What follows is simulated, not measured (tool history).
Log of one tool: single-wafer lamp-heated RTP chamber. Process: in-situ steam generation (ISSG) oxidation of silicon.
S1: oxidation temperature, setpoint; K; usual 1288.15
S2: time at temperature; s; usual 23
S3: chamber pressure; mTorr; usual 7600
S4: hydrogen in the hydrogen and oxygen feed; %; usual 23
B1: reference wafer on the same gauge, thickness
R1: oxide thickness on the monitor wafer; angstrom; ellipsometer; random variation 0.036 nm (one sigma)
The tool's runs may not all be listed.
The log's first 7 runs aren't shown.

| run | day | S1 | S2 | S3 | S4 | B1 | R1 |
|---|---|---|---|---|---|---|---|
| 8 | 13.542 | 1288.15 | 23 | 8500 | 23 | 5.421 | 68.02 |
| 9 | 16.279 | 1288.15 | 23 | 8500 | 23 | 5.425 | 67.71 |
| 10 | 17.858 | 1288.15 | 23 | 7600 | 23 | 5.426 | 68.10 |
| 11 | 23.833 | 1288.15 | 23 | 7600 | 25 | 5.441 | 70.27 |
| 12 | 24.979 | 1288.15 | 23 | 7600 | 25 | 5.421 | 70.13 |
| 13 | 31.858 | 1288.15 | 23 | 7600 | 23 | 5.427 | 69.77 |
|  | 32.583 | hydrogen flow controller replaced |
|  | 32.712 | gauge calibrated |
| 14 | 34.633 | 1288.15 | 23 | 7600 | 23 | 5.429 | 69.08 |
|  | 35.846 | pyrometer window cleaned and pyrometer calibrated |
| 15 | 36.804 | 1288.15 | 20 | 8100 | 23 | 5.424 | 66.08 |
|  | 38.075 | pressure gauge zeroed |
| 16 | 38.579 | 1288.15 | 20 | 8100 | 23 | 5.432 | 66.31 |
| 17 | 40.192 | 1279.15 | 18 | 6900 | 20 | 5.431 | 58.50 |
|  | 45.450 | pyrometer window cleaned and pyrometer calibrated, repeated, since the last time left the tool worse |
| 18 | 46.879 | 1288.15 | 23 | 7600 | 23 | 5.441 | 67.91 |
| 19 | 49.667 | 1300.15 | 23 | 7600 | 23 | 5.434 | 71.83 |
| 20 | 51.296 | 1288.15 | 19 | 8500 | 23 | 5.435 | 62.16 |
| 21 | 53.804 | 1272.15 | 15 | 6900 | 14 | 5.434 | 46.41 |
| 22 | 55.946 | 1288.15 | 21 | 8600 | 23 | 5.426 | 64.90 |
| 23 | 57.012 | 1288.15 | 17 | 8800 | 23 | 5.431 | 58.09 |
| 24 | 59.071 | 1307.15 | 23 | 7600 | 23 | 5.431 | 75.38 |

Run 25 comes next. What will it give?
| 25 | 60.388 | 1295.15 | 23 | 8800 | 32 | ? | ? |

B1: 5.430
R1: 76.27 angstrom
Without the tool's hidden state the same run would have given R1 75.59 angstrom.
